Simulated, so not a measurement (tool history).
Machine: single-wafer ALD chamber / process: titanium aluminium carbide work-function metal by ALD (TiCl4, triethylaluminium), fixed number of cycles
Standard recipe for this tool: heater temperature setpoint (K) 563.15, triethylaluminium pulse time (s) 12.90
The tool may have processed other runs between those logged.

run     day  heater temperature setpoint (K)  triethylaluminium pulse time (s)  wafers since the last listed run  hours since the last thermocouple change  hours since the last triethylaluminium bottle change  hours since the showerhead was replaced  hours since the gauge calibration  read-back reference wafer on the same gauge, thickness_nm  mean film thickness on the monitor wafer (Å)
  1   0.000                           563.15                             12.90                                 0                                    2164.6                                                 912.9                                   5693.2                              999.7                                                      1.687                                         19.49
  2   4.058                           563.15                             16.86                               642                                    2262.0                                                1010.3                                   5790.6                             1097.1                                                      1.689                                         19.60
  3   7.812                           563.15                             12.90                               594                                    2352.1                                                1100.4                                   5880.7                             1187.2                                                      1.688                                         19.49
      8.867  -- triethylaluminium bottle replaced
  4  12.142                           563.15                             12.90                               632                                    2456.0                                                  78.6                                   5984.6                             1291.1                                                      1.691                                         19.48
  5  16.358                           563.15                             12.90                               667                                    2557.2                                                 179.8                                   6085.8                             1392.3                                                      1.690                                         19.49
  6  18.971                           563.15                             12.90                               413                                    2619.9                                                 242.5                                   6148.5                             1455.0                                                      1.690                                         19.61
  7  20.571                           563.15                             12.90                               253                                    2658.3                                                 280.9                                   6186.9                             1493.4                                                      1.690                                         19.42
  8  24.979                           563.15                             12.90                               697                                    2764.1                                                 386.7                                   6292.7                             1599.2                                                      1.688                                         19.45
  9  28.304                           563.15                             12.90                               526                                    2843.9                                                 466.5                                   6372.5                             1679.0                                                      1.690                                         19.51
 10  31.029                           563.15                             12.90                               431                                    2909.3                                                 531.9                                   6437.9                             1744.4                                                      1.689                                         19.42
 11  42.496                           563.15                             12.90                              1814                                    3184.5                                                 807.1                                   6713.1                             2019.6                                                      1.690                                         19.47
 12  44.604                           563.15                             12.90                               333                                    3235.1                                                 857.7                                   6763.7                             2070.2                                                      1.690                                         19.48
     46.050  -- thermocouple changed; heater temperature recalibrated
 13  47.288                           563.15                             12.90                               371                                      29.7                                                 922.1                                   6828.1                             2134.6                                                      1.689                                         19.51
 14  51.183                           563.15                             12.90                               616                                     123.2                                                1015.6                                   6921.6                             2228.1                                                      1.689                                         19.57
 15  53.675                           573.15                             18.01                               394                                     183.0                                                1075.4                                   6981.4                             2287.9                                                      1.690                                         20.60
     54.950  -- triethylaluminium bottle replaced
 16  57.462                           563.15                             12.90                               546                                     273.9                                                  60.3                                   7072.3                             2378.8                                                      1.689                                         19.49
     58.742  -- showerhead replaced
 17  59.246                           557.15                             14.33                               229                                     316.7                                                 103.1                                     12.1                             2421.6                                                      1.690                                         19.00
 18  60.996                           573.15                             18.01                               276                                     358.7                                                 145.1                                     54.1                             2463.6                                                      1.688                                         20.58
 19  63.342                           576.15                              9.37                               371                                     415.0                                                 201.4                                    110.4                             2519.9                                                      1.691                                         20.66
 20  67.558                           554.15                             11.11                               667                                     516.2                                                 302.6                                    211.6                             2621.1                                                      1.689                                         18.44
     67.742  -- gauge calibrated
 21  69.983                           569.15                             12.90                               383                                     574.4                                                 360.8                                    269.8                               53.8                                                      1.691                                         20.05
 22  73.988                           555.15                             14.96                               633                                     670.5                                                 456.9                                    365.9                              149.9                                                      1.690                                         18.72
 23  78.229                           550.15                              8.53                               671                                     772.3                                                 558.7                                    467.7                              251.7                                                      1.690                                         18.02
 24  82.550                           568.15                             15.19                               683                                     876.0                                                 662.4                                    571.4                              355.4                                                      1.691                                         20.04
 25  85.208                           576.15                              8.60                               420                                     939.8                                                 726.2                                    635.2                              419.2                                                      1.690                                         20.57
 26  88.167                           576.15                             12.90                               468                                    1010.8                                                 797.2                                    706.2                              490.2                                                      1.689                                         20.93
 27  91.454                           563.15                             10.59                               520                                    1089.7                                                 876.1                                    785.1                              569.1                                                      1.691                                         19.38
 28  93.129                           563.15                             12.90                               265                                    1129.9                                                 916.3                                    825.3                              609.3                                                      1.692                                         19.48
 29  95.462                           563.15                             10.11                               369                                    1185.9                                                 972.3                                    881.3                              665.3                                                      1.689                                         19.36

What the log doesn't show, run by run:
wafer temperature above the value expected at the setpoint (K): 0 on each run
triethylaluminium dose above that of a fresh bottle (%): 0 on each run
gauge reads high (%): 0 on each run
